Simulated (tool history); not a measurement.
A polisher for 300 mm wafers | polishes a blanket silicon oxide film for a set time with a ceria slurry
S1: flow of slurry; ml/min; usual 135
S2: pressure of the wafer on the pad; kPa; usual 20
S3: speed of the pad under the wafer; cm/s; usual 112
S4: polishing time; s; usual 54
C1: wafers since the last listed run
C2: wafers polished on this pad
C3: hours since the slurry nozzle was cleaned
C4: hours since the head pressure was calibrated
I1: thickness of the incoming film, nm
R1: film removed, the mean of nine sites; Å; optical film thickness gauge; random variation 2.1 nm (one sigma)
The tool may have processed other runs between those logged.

Run 1, hour 0: usual settings but S1 155 ml/min, S3 90 cm/s; C1 0; C2 8634; C3 645; C4 368.4; I1 932.3. Result: R1 2046 Å.
At hour 62.7: slurry nozzle cleaned.
Run 2, hour 63.6: usual settings; C1 841; C2 9476; C3 0.9; C4 432; I1 938.5. Result: R1 2282 Å.
Run 3, hour 157.6: usual settings; C1 1263; C2 10740; C3 94.9; C4 526; I1 925.5. Result: R1 2255 Å.
Run 4, hour 195.6: usual settings; C1 510; C2 11251; C3 132.9; C4 564; I1 941.7. Result: R1 2213 Å.
At hour 228.5: worn pad replaced by a new one.
Run 5, hour 301.8: usual settings but S1 165 ml/min; C1 1374; C2 985; C3 239.1; C4 670.2; I1 933.3. Result: R1 2573 Å.
Run 6, hour 405.6: usual settings but S1 165 ml/min; C1 1395; C2 2381; C3 342.9; C4 774; I1 935.8. Result: R1 2595 Å.
At hour 471.3: head pressure recalibrated.
Run 7, hour 474: usual settings but S3 96 cm/s, S4 68 s; C1 892; C2 3274; C3 411.3; C4 2.7; I1 939.6. Result: R1 2861 Å.
Run 8, hour 544.5: usual settings but S3 96 cm/s, S4 68 s; C1 947; C2 4222; C3 481.8; C4 73.2; I1 925.5. Result: R1 2804 Å.
Run 9, hour 601.2: usual settings but S3 96 cm/s, S4 68 s; C1 762; C2 4984; C3 538.5; C4 129.9; I1 919.5. Result: R1 2789 Å.
Run 10, hour 648.3: usual settings; C1 633; C2 5617; C3 585.6; C4 177; I1 939.2. Result: R1 2433 Å.
Run 11, hour 687.4: usual settings; C1 525; C2 6143; C3 624.7; C4 216.1; I1 919.6. Result: R1 2437 Å.
Run 12, hour 745.5: usual settings; C1 781; C2 6924; C3 682.8; C4 274.2; I1 935.8. Result: R1 2404 Å.
At hour 803.9: slurry nozzle cleaned.
Run 13, hour 827.5: usual settings but S1 155 ml/min, S2 16.5 kPa; C1 1089; C2 8014; C3 23.6; C4 356.2; I1 933.1. Result: R1 2070 Å.
Run 14, hour 912.9: usual settings; C1 1148; C2 9162; C3 109; C4 441.6; I1 931.7. Result: R1 2284 Å.
Run 15, hour 956.8: usual settings but S1 100 ml/min, S3 148 cm/s, S4 36 s; C1 590; C2 9752; C3 152.9; C4 485.5; I1 940.4. Result: R1 1737 Å.
At hour 1043.1: worn pad replaced by a new one.
Run 16, hour 1050.1: usual settings; C1 1200; C2 93; C3 246.2; C4 578.8; I1 916.8. Result: R1 2512 Å.
Run 17, hour 1255.8: usual settings but S1 110 ml/min, S2 26.2 kPa, S3 80 cm/s, S4 65 s; C1 2765; C2 2859; C3 451.9; C4 784.5; I1 934.8. Result: R1 2846 Å.
At hour 1314.7: head pressure recalibrated.
Run 18, hour 1343.2: usual settings but S4 64 s; C1 1148; C2 4007; C3 539.3; C4 28.5; I1 926. Result: R1 2940 Å.
At hour 1495.6: slurry nozzle cleaned.
Run 19, hour 1589.7: usual settings but S1 110 ml/min, S3 100 cm/s; C1 3301; C2 7308; C3 94.1; C4 275; I1 923.1. Result: R1 2135 Å.
Run 20, hour 1672.2: usual settings; C1 1109; C2 8418; C3 176.6; C4 357.5; I1 928. Result: R1 2368 Å.
Run 21, hour 1731.1: usual settings but S1 160 ml/min; C1 791; C2 9210; C3 235.5; C4 416.4; I1 914.3. Result: R1 2363 Å.
At hour 1776.5: worn pad replaced by a new one.
Run 22, hour 1805.7: usual settings; C1 949; C2 392; C3 310.1; C4 491; I1 922. Result: R1 2519 Å.
Run 23, hour 1866.7: usual settings but S2 25.5 kPa, S4 35 s; C1 820; C2 1213; C3 371.1; C4 552; I1 913. Result: R1 1990 Å.
Run 24, hour 1949.6: usual settings but S3 76 cm/s; C1 1114; C2 2327; C3 454; C4 634.9; I1 938.5. Result: R1 1946 Å.
Run 25, hour 2026.6: usual settings but S1 165 ml/min, S2 16.5 kPa, S3 138 cm/s; C1 1035; C2 3363; C3 531; C4 711.9; I1 936.1. Result: R1 2546 Å.
Run 26, hour 2120.6: usual settings but S2 26.9 kPa, S3 126 cm/s; C1 1263; C2 4627; C3 625; C4 805.9; I1 939.5. Result: R1 3359 Å.
At hour 2155.8: head pressure recalibrated.
Run 27, hour 2192.1: usual settings but S1 155 ml/min, S2 23.4 kPa; C1 934; C2 5561; C3 696.5; C4 36.3; I1 923.9. Result: R1 2816 Å.
Run 28, hour 2296.5: usual settings but S1 170 ml/min, S2 15.9 kPa; C1 1403; C2 6965; C3 800.9; C4 140.7; I1 925.6. Result: R1 2069 Å.
At hour 2373.1: slurry nozzle cleaned.
Run 29, hour 2378.6: usual settings but S3 146 cm/s; C1 1090; C2 8056; C3 5.5; C4 222.8; I1 923.5. Result: R1 2780 Å.
Run 30, hour 2478.1: usual settings; C1 1337; C2 9394; C3 105; C4 322.3; I1 912.4. Result: R1 2281 Å.
Run 31, hour 2516.1: usual settings but S3 100 cm/s; C1 510; C2 9905; C3 143; C4 360.3; I1 918.1. Result: R1 2097 Å.
At hour 2536.9: worn pad replaced by a new one.
Run 32, hour 2589: usual settings; C1 926; C2 699; C3 215.9; C4 433.2; I1 937.6. Result: R1 2567 Å.
Run 33, hour 2668.9: usual settings but S1 175 ml/min, S3 148 cm/s, S4 71 s; C1 1074; C2 1774; C3 295.8; C4 513.1; I1 941.6. Result: R1 4241 Å.
Run 34, hour 2737.6: usual settings; C1 923; C2 2698; C3 364.5; C4 581.8; I1 937.4. Result: R1 2528 Å.
Run 35, hour 2811.3: usual settings but S1 105 ml/min; C1 991; C2 3689; C3 438.2; C4 655.5; I1 944.9. Result: R1 2390 Å.
At hour 2843.5: head pressure recalibrated.
Run 36, hour 3006: usual settings but S2 17.9 kPa, S3 72 cm/s; C1 2591; C2 6280; C3 632.9; C4 162.5; I1 935.3. Result: R1 1680 Å.

Hidden condition of the tool, last listed run before each entry between runs versus first listed run after:
From run 1 to run 2: slurry nozzle cleaned (hour 62.7)
  removal rate lost through wear of the pad, %: 8.57 -> 10.1
  measured result minus the result with no hidden state, R1: -192 -> -256 Å
From run 4 to run 5: worn pad replaced by a new one (hour 228.5)
  removal rate lost through wear of the pad, %: 13.7 -> 0.842
  measured result minus the result with no hidden state, R1: -352 -> -21 Å
From run 6 to run 7: head pressure recalibrated (hour 471.3)
  removal rate lost through wear of the pad, %: 1.31 -> 1.82
  measured result minus the result with no hidden state, R1: -34 -> -53 Å
From run 12 to run 13: slurry nozzle cleaned (hour 803.9)
  removal rate lost through wear of the pad, %: 5.51 -> 7.15
  measured result minus the result with no hidden state, R1: -140 -> -159 Å
From run 15 to run 16: worn pad replaced by a new one (hour 1043.1)
  removal rate lost through wear of the pad, %: 10.2 -> 0.626
  measured result minus the result with no hidden state, R1: -198 -> -16 Å
From run 17 to run 18: head pressure recalibrated (hour 1314.7)
  removal rate lost through wear of the pad, %: 1.43 -> 2.23
  measured result minus the result with no hidden state, R1: -41 -> -67 Å
From run 18 to run 19: slurry nozzle cleaned (hour 1495.6)
  removal rate lost through wear of the pad, %: 2.23 -> 5.95
  measured result minus the result with no hidden state, R1: -67 -> -136 Å
From run 21 to run 22: worn pad replaced by a new one (hour 1776.5)
  removal rate lost through wear of the pad, %: 9.07 -> 1.55
  measured result minus the result with no hidden state, R1: -236 -> -39 Å
From run 26 to run 27: head pressure recalibrated (hour 2155.8)
  removal rate lost through wear of the pad, %: 3.65 -> 4.62
  measured result minus the result with no hidden state, R1: -127 -> -136 Å
From run 28 to run 29: slurry nozzle cleaned (hour 2373.1)
  removal rate lost through wear of the pad, %: 6.36 -> 8
  measured result minus the result with no hidden state, R1: -141 -> -241 Å
From run 31 to run 32: worn pad replaced by a new one (hour 2536.9)
  removal rate lost through wear of the pad, %: 11.3 -> 0.192
  measured result minus the result with no hidden state, R1: -267 -> -5 Å
From run 35 to run 36: head pressure recalibrated (hour 2843.5)
  removal rate lost through wear of the pad, %: 1.49 -> 4.07
  measured result minus the result with no hidden state, R1: -36 -> -72 Å
